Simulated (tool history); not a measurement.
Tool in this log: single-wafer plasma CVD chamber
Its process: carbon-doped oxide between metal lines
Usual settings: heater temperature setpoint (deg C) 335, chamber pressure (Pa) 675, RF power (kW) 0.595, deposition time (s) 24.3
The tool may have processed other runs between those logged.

run,hour,heater temperature setpoint (deg C),chamber pressure (Pa),RF power (kW),deposition time (s),wafers since the last listed run,hours since the last thermocouple change,hours since the last RF generator calibration,hours since the last manometer calibration,hours since the showerhead was replaced,hours since the gauge calibration,"read-back reference wafer on the same gauge, thickness_nm",mean film thickness on the monitor wafer (Å)
1,0,335,675,0.595,24.3,0,774.9,396.1,0.5,6610.9,2851.6,156.103,1493.29
2,99,335,675,0.555,24.3,2503,873.9,495.1,99.5,6709.9,2950.6,155.691,1433.88
3,172.5,335,675,0.595,24.3,1858,947.4,568.6,173,6783.4,3024.1,156.127,1489.11
4,267.1,335,675,0.595,24.3,2391,1042,663.2,267.6,6878,3118.7,155.631,1480.92
5,324.4,335,675,0.595,24.3,1448,1099.3,720.5,324.9,6935.3,3176,155.678,1485.19
6,423.1,335,675,0.595,24.3,2495,1198,819.2,423.6,7034,3274.7,155.129,1480.02
7,466,335,675,0.595,24.3,1084,1240.9,862.1,466.5,7076.9,3317.6,155.185,1491.09
# hour 498: thermocouple changed; heater temperature recalibrated
# hour 549.7: showerhead replaced
8,715.5,335,675,0.595,25.7,5903,217.5,1111.6,716,165.8,3567.1,154.68,1559.19
9,799,343,675,0.655,24.3,2111,301,1195.1,799.5,249.3,3650.6,154.677,1517.43
# hour 810.9: RF generator calibrated
10,903.8,335,675,0.595,24.3,2447,405.8,92.9,904.3,354.1,3755.4,154.432,1475.58
11,976.6,335,675,0.595,24.3,1840,478.6,165.7,977.1,426.9,3828.2,154.524,1471.99
12,1069.3,335,675,0.595,24.3,2343,571.3,258.4,1069.8,519.6,3920.9,154.096,1472.43
# hour 1090.2: gauge calibrated
13,1117.8,349,567,0.56,25.9,1226,619.8,306.9,1118.3,568.1,27.6,161.231,1475.76
14,1213.2,343,551,0.55,26.7,2412,715.2,402.3,1213.7,663.5,123,160.965,1527.85
15,1266.3,344,675,0.595,24.3,1342,768.3,455.4,1266.8,716.6,176.1,160.882,1483.07
16,1368.3,325,675,0.595,27.9,2578,870.3,557.4,1368.8,818.6,278.1,160.628,1834.35
17,1432.6,339,812,0.595,21.5,1625,934.6,621.7,1433.1,882.9,342.4,160.449,1377.42
18,1527.4,335,675,0.7,24.3,2396,1029.4,716.5,1527.9,977.7,437.2,160.538,1693.74
# hour 1584.6: thermocouple changed; heater temperature recalibrated
19,1585.1,335,675,0.595,24.3,1256,0.5,774.2,1585.6,1035.4,494.9,160.258,1527.58
# hour 1634.2: capacitance manometer re-zeroed and calibrated
20,1659.7,335,675,0.695,24.3,1683,75.1,848.8,25.5,1110,569.5,159.979,1678.52
21,1761.9,330,521,0.595,26.8,2583,177.3,951,127.7,1212.2,671.7,159.787,1661.02
22,1804.4,343,599,0.595,27.8,1074,219.8,993.5,170.2,1254.7,714.2,159.793,1670.5
23,1910.7,335,675,0.595,29.1,2687,326.1,1099.8,276.5,1361,820.5,159.67,1815.31
24,1954.3,321,675,0.595,24.3,1102,369.7,1143.4,320.1,1404.6,864.1,159.619,1612.27
# hour 1976.6: RF generator calibrated
25,2045.2,335,675,0.595,24.3,2095,460.6,68.6,411,1495.5,955,159.456,1516.55
26,2082.2,322,725,0.64,28,935,497.6,105.6,448,1532.5,992,159.358,1949.54
27,2127.2,335,675,0.595,24.3,1137,542.6,150.6,493,1577.5,1037,158.974,1528.9
28,2233,335,675,0.595,24.3,2674,648.4,256.4,598.8,1683.3,1142.8,158.859,1521.18
29,2326,335,675,0.595,24.3,2351,741.4,349.4,691.8,1776.3,1235.8,158.795,1513.43

Per-run results on a tool with no hidden state, each run keeping its own random variation:
Hidden state at play: wafer temperature above the value expected at the setpoint (K); delivered RF power above the setpoint (%); true pressure above the setpoint (%); gauge reads high (%).
run,mean film thickness on the monitor wafer (Å)
1,1540.02
2,1480.59
3,1539.03
4,1532.39
5,1537.91
6,1534.45
7,1546.76
8,1622.49
9,1580.7
10,1539.14
11,1536.8
12,1539.07
13,1474.33
14,1528.13
15,1484.3
16,1838.14
17,1381.34
18,1700.52
19,1534.77
20,1687.95
21,1672.44
22,1682.85
23,1831.11
24,1627.16
25,1532.26
26,1970.63
27,1546.3
28,1540.49
29,1534.38

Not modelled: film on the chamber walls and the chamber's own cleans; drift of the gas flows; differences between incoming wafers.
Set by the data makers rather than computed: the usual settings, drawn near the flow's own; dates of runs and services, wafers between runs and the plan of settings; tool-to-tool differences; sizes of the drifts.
